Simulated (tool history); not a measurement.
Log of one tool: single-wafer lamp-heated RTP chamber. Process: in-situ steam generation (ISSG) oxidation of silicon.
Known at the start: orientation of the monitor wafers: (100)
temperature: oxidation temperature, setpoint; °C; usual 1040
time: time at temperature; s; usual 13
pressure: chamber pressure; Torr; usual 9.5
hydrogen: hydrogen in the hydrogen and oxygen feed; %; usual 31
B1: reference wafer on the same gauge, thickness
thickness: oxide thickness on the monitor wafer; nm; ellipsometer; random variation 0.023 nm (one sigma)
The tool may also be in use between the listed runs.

Run 1, hour 0.0: usual settings but temperature 1048 °C; B1 5.469. Result: thickness 6.076 nm.
Run 2, hour 13.4: usual settings but temperature 1048 °C; B1 5.478. Result: thickness 6.099 nm.
Run 3, hour 43.9: usual settings but temperature 1048 °C; B1 5.462. Result: thickness 6.076 nm.
Run 4, hour 148.3: usual settings but hydrogen 32 %; B1 5.472. Result: thickness 5.856 nm.
At hour 156.8: pyrometer window cleaned and pyrometer calibrated.
Run 5, hour 162.2: usual settings but hydrogen 32 %; B1 5.472. Result: thickness 5.863 nm.
Run 6, hour 185.7: usual settings; B1 5.464. Result: thickness 5.805 nm.
Run 7, hour 202.9: usual settings; B1 5.467. Result: thickness 5.852 nm.
Run 8, hour 227.2: usual settings; B1 5.464. Result: thickness 5.783 nm.
Run 9, hour 253.2: usual settings; B1 5.473. Result: thickness 5.830 nm.
At hour 272.4: hydrogen flow controller replaced.
Run 10, hour 277.8: usual settings; B1 5.466. Result: thickness 5.857 nm.
Run 11, hour 292.0: usual settings; B1 5.472. Result: thickness 5.842 nm.
Run 12, hour 305.1: usual settings; B1 5.463. Result: thickness 5.837 nm.
At hour 305.4: gauge calibrated.
Run 13, hour 317.3: usual settings; B1 5.468. Result: thickness 5.813 nm.
Run 14, hour 346.9: usual settings but time 14 s; B1 5.470. Result: thickness 6.027 nm.
Run 15, hour 365.6: usual settings; B1 5.468. Result: thickness 5.839 nm.
Run 16, hour 383.3: usual settings; B1 5.467. Result: thickness 5.816 nm.
Run 17, hour 405.0: usual settings; B1 5.464. Result: thickness 5.819 nm.
Run 18, hour 417.6: usual settings; B1 5.473. Result: thickness 5.862 nm.
At hour 431.7: pressure gauge zeroed.
Run 19, hour 434.0: usual settings but temperature 1035 °C, time 11 s, pressure 8.5 Torr; B1 5.464. Result: thickness 5.391 nm.
Run 20, hour 446.7: usual settings but pressure 10.1 Torr, hydrogen 32 %; B1 5.471. Result: thickness 5.813 nm.
Run 21, hour 465.1: usual settings but time 15 s; B1 5.461. Result: thickness 6.254 nm.
Run 22, hour 482.5: usual settings but pressure 10.2 Torr, hydrogen 25 %; B1 5.473. Result: thickness 5.449 nm.
Run 23, hour 502.7: usual settings; B1 5.467. Result: thickness 5.861 nm.
Run 24, hour 525.3: usual settings but temperature 1027 °C, time 15 s, pressure 8.7 Torr, hydrogen 28 %; B1 5.460. Result: thickness 5.805 nm.
Run 25, hour 539.9: usual settings; B1 5.473. Result: thickness 5.846 nm.
Run 26, hour 625.1: usual settings but time 9 s, pressure 9.0 Torr; B1 5.471. Result: thickness 4.960 nm.
Run 27, hour 649.0: usual settings but time 11 s, pressure 8.5 Torr, hydrogen 28 %; B1 5.467. Result: thickness 5.357 nm.
Run 28, hour 682.6: usual settings but time 9 s; B1 5.470. Result: thickness 4.959 nm.
Run 29, hour 713.5: usual settings but time 17 s, hydrogen 32 %; B1 5.466. Result: thickness 6.738 nm.
Run 30, hour 746.7: usual settings but temperature 1021 °C; B1 5.466. Result: thickness 5.353 nm.
Run 31, hour 771.7: usual settings; B1 5.464. Result: thickness 5.846 nm.
Run 32, hour 790.3: usual settings but pressure 10.2 Torr; B1 5.469. Result: thickness 5.713 nm.

The tool's hidden state at each run:
true wafer temperature minus pyrometer reading, K: 0 in every run
true pressure minus gauge reading, Torr: 0 in every run
deviation of the hydrogen flow from its setpoint, %: 0 in every run
gauge reads high (%): 0 in every run

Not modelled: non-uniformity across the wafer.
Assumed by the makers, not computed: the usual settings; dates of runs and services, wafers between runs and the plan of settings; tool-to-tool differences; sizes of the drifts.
